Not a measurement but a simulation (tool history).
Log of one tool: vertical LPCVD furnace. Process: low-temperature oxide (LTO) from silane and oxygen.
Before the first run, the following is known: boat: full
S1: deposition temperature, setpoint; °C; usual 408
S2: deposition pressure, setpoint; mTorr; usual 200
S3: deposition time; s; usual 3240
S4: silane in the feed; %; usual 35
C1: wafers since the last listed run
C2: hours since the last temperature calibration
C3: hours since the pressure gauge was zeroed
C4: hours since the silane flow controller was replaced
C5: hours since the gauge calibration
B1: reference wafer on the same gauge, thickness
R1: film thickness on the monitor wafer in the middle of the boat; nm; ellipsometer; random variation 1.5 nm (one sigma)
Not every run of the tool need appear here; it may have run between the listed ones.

Run 1, day 0: usual settings but S3 2880 s, S4 31 %; C1 0; C2 2690.8; C3 1305.7; C4 5537.1; C5 282.2; B1 517.69. Result: R1 340.39 nm.
Run 2, day 0.567: usual settings; C1 160; C2 2704.4; C3 1319.3; C4 5550.7; C5 295.8; B1 517.68. Result: R1 457.21 nm.
Run 3, day 1.138: usual settings but S1 399 °C; C1 161; C2 2718.1; C3 1333; C4 5564.4; C5 309.5; B1 517.74. Result: R1 414.15 nm.
Run 4, day 1.421: usual settings; C1 80; C2 2724.9; C3 1339.8; C4 5571.2; C5 316.3; B1 517.86. Result: R1 458.82 nm.
Run 5, day 2.154: usual settings; C1 207; C2 2742.5; C3 1357.4; C4 5588.8; C5 333.9; B1 518.22. Result: R1 456.5 nm.
Run 6, day 2.738: usual settings; C1 165; C2 2756.5; C3 1371.4; C4 5602.8; C5 347.9; B1 517.79. Result: R1 456.58 nm.
Run 7, day 3.079: usual settings; C1 96; C2 2764.7; C3 1379.6; C4 5611; C5 356.1; B1 517.58. Result: R1 455.67 nm.
Run 8, day 3.838: usual settings; C1 215; C2 2782.9; C3 1397.8; C4 5629.2; C5 374.3; B1 518. Result: R1 455.46 nm.
Run 9, day 4.2: usual settings; C1 102; C2 2791.6; C3 1406.5; C4 5637.9; C5 383; B1 518.14. Result: R1 457.17 nm.
Run 10, day 6.192: usual settings; C1 564; C2 2839.4; C3 1454.3; C4 5685.7; C5 430.8; B1 517.77. Result: R1 457.21 nm.
At day 7.779: pressure gauge zeroed.
Run 11, day 7.8: usual settings; C1 172; C2 2878; C3 0.5; C4 5724.3; C5 469.4; B1 518.29. Result: R1 439.38 nm.
Run 12, day 7.996: usual settings; C1 55; C2 2882.7; C3 5.2; C4 5729; C5 474.1; B1 518.13. Result: R1 439.82 nm.
Run 13, day 8.192: usual settings; C1 55; C2 2887.4; C3 9.9; C4 5733.7; C5 478.8; B1 517.37. Result: R1 439.87 nm.
Run 14, day 8.388: usual settings; C1 55; C2 2892.1; C3 14.6; C4 5738.4; C5 483.5; B1 518.2. Result: R1 439.72 nm.
Run 15, day 8.658: usual settings but S4 30 %; C1 76; C2 2898.6; C3 21.1; C4 5744.9; C5 490; B1 518.16. Result: R1 356.43 nm.
Run 16, day 9.404: usual settings; C1 211; C2 2916.5; C3 39; C4 5762.8; C5 507.9; B1 517.54. Result: R1 442.06 nm.
Run 17, day 9.742: usual settings but S4 42 %; C1 95; C2 2924.6; C3 47.1; C4 5770.9; C5 516; B1 519. Result: R1 548.92 nm.
At day 10.021: gauge calibrated.
At day 10.746: silane flow controller replaced.
At day 11.138: thermocouples replaced and temperature profile calibrated.
Run 18, day 11.158: usual settings but S2 230 mTorr, S3 1950 s, S4 38 %; C1 7; C2 0.5; C3 81.1; C4 9.9; C5 27.3; B1 518.5. Result: R1 338.91 nm.
Run 19, day 11.354: usual settings; C1 55; C2 5.2; C3 85.8; C4 14.6; C5 32; B1 518.41. Result: R1 439.39 nm.
Run 20, day 11.758: usual settings but S2 180 mTorr, S3 1950 s; C1 114; C2 14.9; C3 95.5; C4 24.3; C5 41.7; B1 519.11. Result: R1 240.29 nm.
Run 21, day 12.538: usual settings but S3 3930 s; C1 220; C2 33.6; C3 114.2; C4 43; C5 60.4; B1 518.56. Result: R1 536.76 nm.
Run 22, day 14.971: usual settings but S1 415 °C; C1 690; C2 92; C3 172.6; C4 101.4; C5 118.8; B1 517.94. Result: R1 481.55 nm.
Run 23, day 15.512: usual settings; C1 153; C2 105; C3 185.6; C4 114.4; C5 131.8; B1 517.52. Result: R1 445.5 nm.
Run 24, day 16.042: usual settings but S1 418 °C; C1 150; C2 117.7; C3 198.3; C4 127.1; C5 144.5; B1 517.77. Result: R1 496.14 nm.
Run 25, day 16.758: usual settings; C1 203; C2 134.9; C3 215.5; C4 144.3; C5 161.7; B1 517.59. Result: R1 445.46 nm.
Run 26, day 17.375: usual settings but S2 245 mTorr, S3 2160 s; C1 174; C2 149.7; C3 230.3; C4 159.1; C5 176.5; B1 517.96. Result: R1 364.1 nm.
Run 27, day 18.167: usual settings but S1 399 °C; C1 224; C2 168.7; C3 249.3; C4 178.1; C5 195.5; B1 518.48. Result: R1 401.54 nm.
Run 28, day 18.604: usual settings but S3 4050 s; C1 124; C2 179.2; C3 259.8; C4 188.6; C5 206; B1 517.2. Result: R1 559.1 nm.
Run 29, day 19.204: usual settings; C1 170; C2 193.6; C3 274.2; C4 203; C5 220.4; B1 517.81. Result: R1 447.37 nm.
Run 30, day 20.008: usual settings but S2 235 mTorr, S4 41 %; C1 228; C2 212.9; C3 293.5; C4 222.3; C5 239.7; B1 518.1. Result: R1 637.49 nm.
Run 31, day 20.479: usual settings but S1 413 °C, S2 165 mTorr, S3 3780 s, S4 30 %; C1 133; C2 224.2; C3 304.8; C4 233.6; C5 251; B1 517.85. Result: R1 371.38 nm.
Run 32, day 21.271: usual settings but S1 399 °C, S4 41 %; C1 224; C2 243.2; C3 323.8; C4 252.6; C5 270; B1 518.07. Result: R1 499.27 nm.

For each run, the measured value with the value that run would have given without the tool's hidden condition subtracted. The run-to-run variation is shared by both, the gauge scatter possibly not:
Hidden conditions of the tool in this case: true tube temperature minus thermocouple reading, K; true pressure minus gauge reading, mTorr; deviation of the silane flow from its setpoint, %; gauge reads high (%).
run      R1
  1  +14.01
  2  +18.88
  3  +17.15
  4  +19.02
  5  +18.99
  6  +19.04
  7  +19.04
  8  +19.09
  9  +19.18
 10  +19.34
 11   +2.24
 12   +2.42
 13   +2.61
 14    +2.8
 15   +2.47
 16   +3.74
 17   +5.02
 18    +3.5
 19   +5.37
 20   +3.46
 21   +7.71
 22   +8.85
 23   +8.57
 24   +9.94
 25   +9.39
 26   +6.56
 27   +9.26
 28  +13.22
 29  +10.93
 30  +13.87
 31  +11.66
 32  +13.48

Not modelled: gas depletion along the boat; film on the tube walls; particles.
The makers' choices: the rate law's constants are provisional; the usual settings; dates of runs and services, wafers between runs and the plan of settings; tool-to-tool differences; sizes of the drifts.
